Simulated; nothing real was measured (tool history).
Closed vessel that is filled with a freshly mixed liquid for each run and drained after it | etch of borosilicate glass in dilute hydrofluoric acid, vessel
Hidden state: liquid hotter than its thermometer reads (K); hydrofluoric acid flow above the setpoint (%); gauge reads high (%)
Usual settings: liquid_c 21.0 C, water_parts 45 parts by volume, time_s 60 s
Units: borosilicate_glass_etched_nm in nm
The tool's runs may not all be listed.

run      day  liquid_c  water_parts  time_s  wafers since the last listed run  hours since the thermometer was replaced  hours since the hydrofluoric acid flow meter was replaced  hours since the gauge calibration  read-back film thickness of the borosilicate glass reference wafer, read on the same gauge (nm)  borosilicate_glass_etched_nm
  1    0.000      21.0           45      60                                 0                                    1605.8                                                      537.2                             1364.6                                                                                            30.01                         49.72
  2    3.054      21.0           45      60                              6061                                    1679.1                                                      610.5                             1437.9                                                                                            29.99                         49.32
  3    5.054      21.0           45      60                              3969                                    1727.1                                                      658.5                             1485.9                                                                                            30.01                         49.93
      16.200  -- gauge calibrated
  4   16.808      21.0           45      60                             23328                                    2009.2                                                      940.6                               14.6                                                                                            30.03                         51.13
  5   19.375      21.0           45      60                              5093                                    2070.8                                                     1002.2                               76.2                                                                                            30.04                         50.97
  6   22.058      21.0           45      60                              5325                                    2135.2                                                     1066.6                              140.6                                                                                            30.02                         50.85
  7   25.612      18.5           50      60                              7053                                    2220.5                                                     1151.9                              225.9                                                                                            30.00                         41.38
      26.733  -- hydrofluoric acid flow meter replaced
  8   28.950      18.5           50      60                              6541                                    2300.6                                                       53.2                              306.0                                                                                            29.97                         39.56
  9   32.417      18.5           50      60                              6880                                    2383.8                                                      136.4                              389.2                                                                                            29.99                         40.33
 10   34.083      21.0           45      55                              3307                                    2423.8                                                      176.4                              429.2                                                                                            30.00                         45.32
 11   36.988      21.0           45      55                              5763                                    2493.5                                                      246.1                              498.9                                                                                            30.02                         45.49
      37.521  -- thermometer replaced
 12   39.000      21.0           45      55                              3911                                      35.5                                                      294.4                              547.2                                                                                            30.03                         43.69
 13   40.954      21.0           45      60                              3878                                      82.4                                                      341.3                              594.1                                                                                            30.00                         48.36
 14   47.354      21.0           45      60                             12701                                     236.0                                                      494.9                              747.7                                                                                            30.01                         47.83
 15   49.454      21.0           25      90                              4167                                     286.4                                                      545.3                              798.1                                                                                            30.01                        135.61
 16   51.642      21.0           45      60                              4341                                     338.9                                                      597.8                              850.6                                                                                            29.97                         49.24
 17   53.867      21.0           45      60                              4415                                     392.3                                                      651.2                              904.0                                                                                            30.01                         48.81
 18   55.950      21.0           45      60                              4134                                     442.3                                                      701.2                              954.0                                                                                            30.00                         49.55
 19   60.688      21.0           45      60                              9402                                     556.0                                                      814.9                             1067.7                                                                                            30.01                         48.78
 20   64.183      21.0           45      45                              6938                                     639.9                                                      898.8                             1151.6                                                                                            30.03                         36.81
 21   66.754      22.5           55      40                              5102                                     701.6                                                      960.5                             1213.3                                                                                            30.01                         28.41
      70.362  -- hydrofluoric acid flow meter replaced
 22   70.771      23.0           40      60                              7889                                     798.0                                                        9.8                             1309.7                                                                                            30.00                         58.70
      73.692  -- gauge calibrated
 23   78.117      17.0           40      60                             14579                                     974.3                                                      186.1                              106.2                                                                                            29.99                         45.26
 24   81.192      21.0           60      60                              6102                                    1048.1                                                      259.9                              180.0                                                                                            29.98                         35.86
 25   83.654      21.0           45      60                              4887                                    1107.2                                                      319.0                              239.1                                                                                            30.03                         49.13
 26   86.417      21.0           45      40                              5482                                    1173.5                                                      385.3                              305.4                                                                                            29.97                         32.29
 27   89.725      17.0           45      30                              6565                                    1252.9                                                      464.7                              384.8                                                                                            29.97                         21.01
 28   91.383      25.5           35      85                              3291                                    1292.7                                                      504.5                              424.6                                                                                            30.04                        109.10
 29   94.238      21.0           30      60                              5664                                    1361.2                                                      573.0                              493.1                                                                                            30.01                         75.49
 30   98.304      21.0           60      85                              8070                                    1458.8                                                      670.6                              590.7                                                                                            29.99                         51.97
 31  101.596      24.0           40      95                              6532                                    1537.8                                                      749.6                              669.7                                                                                            30.03                        101.98
 32  104.775      17.0           25      40                              6309                                    1614.1                                                      825.9                              746.0                                                                                            30.00                         52.79
 33  107.554      22.5           60      85                              5515                                    1680.8                                                      892.6                              812.7                                                                                            30.01                         55.77
     109.783  -- hydrofluoric acid flow meter replaced
 34  110.662      18.5           50      60                              6086                                    1755.4                                                       21.1                              887.3                                                                                            30.02                         39.06

3 ways to go on from here, each from the tool as it stands after run 34. What would each give?
  A  110.692      24.0           45      60                                57                                    1756.1                                                       21.8                              888.0                                                                                                ?                             ?
  B  110.692      21.0           65      60                                57                                    1756.1                                                       21.8                              888.0                                                                                                ?                             ?
  C  110.692      17.0           35      95                                57                                    1756.1                                                       21.8                              888.0                                                                                                ?                             ?

run  read-back film thickness of the borosilicate glass reference wafer, read on the same gauge (nm)  borosilicate_glass_etched_nm
  A                                                                                            30.00                         55.04
  B                                                                                            30.00                         32.81
  C                                                                                            30.00                         84.37
Without the tool's hidden state the same runs would have given:
run  borosilicate_glass_etched_nm
  A                         52.98
  B                         31.57
  C                         81.02
